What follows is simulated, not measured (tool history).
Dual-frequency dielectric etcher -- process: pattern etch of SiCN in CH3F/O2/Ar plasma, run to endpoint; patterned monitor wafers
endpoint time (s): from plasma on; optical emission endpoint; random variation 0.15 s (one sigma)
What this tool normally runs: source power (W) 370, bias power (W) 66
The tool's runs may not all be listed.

run,hour,source power (W),bias power (W),"incoming incoming film thickness, nm",endpoint time (s)
1,0.0,430,66,10.58,28.1
2,28.1,370,66,10.59,30.2
3,43.7,370,66,10.67,30.3
4,61.4,370,66,10.58,30.1
5,79.1,370,66,10.56,30.2
6,109.6,370,66,10.63,30.5
7,128.4,370,66,10.58,30.3
8,160.8,370,70,10.53,29.4
9,193.6,340,66,10.62,31.9
10,224.2,340,66,10.68,32.3
11,257.6,370,66,10.52,30.8
12,281.0,450,76,10.48,25.8
13,304.5,300,52,10.57,39.3
14,325.8,420,75,10.63,27.5
# hour 362.5: wet clean of the chamber
15,363.0,280,55,10.56,37.3
16,388.8,300,52,10.63,37.6
# hour 419.4: bias power generator calibrated
# hour 438.5: source power generator calibrated
# hour 452.0: upper electrode replaced, of another model than before
17,473.2,450,55,10.50,27.9
18,507.7,420,61,10.56,28.6
19,521.1,370,80,10.64,28.6
20,538.8,430,70,10.52,27.0
21,562.0,460,54,10.51,28.1
22,575.8,460,54,10.61,28.3
23,679.3,290,62,10.54,35.7

5 options for the next run, each taken on its own from the tool as it stands now. Forecast them:
A,679.7,370,66,10.63,?
B,679.7,410,82,10.63,?
C,679.7,300,54,10.63,?
D,679.7,450,61,10.63,?
E,679.7,320,70,10.63,?

run,endpoint time (s)
A,30.9
B,27.4
C,37.0
D,28.3
E,33.0
Stripped of hidden state, with their random variation kept, the same runs would have yielded:
run,endpoint time (s)
A,29.9
B,26.5
C,35.9
D,27.5
E,32.0

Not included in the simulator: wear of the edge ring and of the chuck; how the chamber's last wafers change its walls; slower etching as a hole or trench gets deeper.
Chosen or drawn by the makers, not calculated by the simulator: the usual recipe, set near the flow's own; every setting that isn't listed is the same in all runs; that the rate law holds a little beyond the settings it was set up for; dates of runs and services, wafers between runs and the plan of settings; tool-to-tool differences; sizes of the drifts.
